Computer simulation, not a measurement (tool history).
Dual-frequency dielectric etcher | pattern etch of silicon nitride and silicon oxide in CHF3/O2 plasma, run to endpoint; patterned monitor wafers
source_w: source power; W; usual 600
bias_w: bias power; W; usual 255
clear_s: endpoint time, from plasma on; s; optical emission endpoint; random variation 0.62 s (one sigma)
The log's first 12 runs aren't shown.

run    hour  source_w  bias_w  wafers since the last listed run  hours since the last wet clean  hours since the last source power generator calibration  hours since the last bias power generator calibration  hours since the last upper electrode change  incoming incoming film thickness, nm  clear_s
 13   798.7       500     255                               276                           258.6                                                    131.8                                                  237.5                                       1822.4                                 187.1    111.4
 14   838.8       560     286                               311                           298.7                                                    171.9                                                  277.6                                       1862.5                                 187.2    104.5
 15   899.9       560     286                               474                           359.8                                                    233.0                                                  338.7                                       1923.6                                 183.7    101.8
 16   956.9       600     255                               442                           416.8                                                    290.0                                                  395.7                                       1980.6                                 186.1    105.2
     1007.1  -- wet clean of the chamber
 17  1007.6       490     255                               207                             0.5                                                    340.7                                                  446.4                                       2031.3                                 186.4    110.2
     1056.9  -- upper electrode replaced
 18  1057.4       600     255                               200                            50.3                                                    390.5                                                  496.2                                          0.5                                 186.4    104.0
 19  1087.3       530     233                               232                            80.2                                                    420.4                                                  526.1                                         30.4                                 187.1    111.0
 20  1149.8       730     223                               485                           142.7                                                    482.9                                                  588.6                                         92.9                                 186.2    100.6
 21  1200.9       600     255                               396                           193.8                                                    534.0                                                  639.7                                        144.0                                 188.1    105.1
 22  1295.8       600     255                               737                           288.7                                                    628.9                                                  734.6                                        238.9                                 185.6    105.3
 23  1334.3       740     255                               299                           327.2                                                    667.4                                                  773.1                                        277.4                                 186.7     97.9
 24  1368.0       750     226                               261                           360.9                                                    701.1                                                  806.8                                        311.1                                 185.0    101.5
     1431.8  -- wet clean of the chamber
 25  1433.8       600     255                               324                             2.0                                                    766.9                                                  872.6                                        376.9                                 188.1    103.1
 26  1501.0       750     316                               521                            69.2                                                    834.1                                                  939.8                                        444.1                                 187.3     88.8
 27  1560.3       510     296                               460                           128.5                                                    893.4                                                  999.1                                        503.4                                 184.8    103.2
 28  1596.0       510     305                               277                           164.2                                                    929.1                                                 1034.8                                        539.1                                 185.7    103.1
 29  1649.3       530     213                               414                           217.5                                                    982.4                                                 1088.1                                        592.4                                 187.5    117.9
 30  1695.7       600     255                               360                           263.9                                                   1028.8                                                 1134.5                                        638.8                                 183.2    104.9
 31  1737.3       470     224                               323                           305.5                                                   1070.4                                                 1176.1                                        680.4                                 187.4    121.4
     1801.0  -- wet clean of the chamber
 32  1801.5       600     255                               312                             0.5                                                   1134.6                                                 1240.3                                        744.6                                 187.2    102.2
 33  1848.0       510     195                               361                            47.0                                                   1181.1                                                 1286.8                                        791.1                                 185.7    120.8

5 ways to go on from here, each from the tool as it stands after run 33. What would each give?
  A  1848.5       600     255                                 3                            47.5                                                   1181.6                                                 1287.3                                        791.6                                 187.5        ?
  B  1848.5       520     278                                 3                            47.5                                                   1181.6                                                 1287.3                                        791.6                                 187.5        ?
  C  1848.5       740     300                                 3                            47.5                                                   1181.6                                                 1287.3                                        791.6                                 187.5        ?
  D  1848.5       650     286                                 3                            47.5                                                   1181.6                                                 1287.3                                        791.6                                 187.5        ?
  E  1848.5       680     196                                 3                            47.5                                                   1181.6                                                 1287.3                                        791.6                                 187.5        ?

run  clear_s
  A    104.3
  B    106.0
  C     91.3
  D     97.2
  E    109.7
Without the tool's hidden state the same runs would have given:
run  clear_s
  A    102.8
  B    104.6
  C     90.1
  D     95.9
  E    108.2
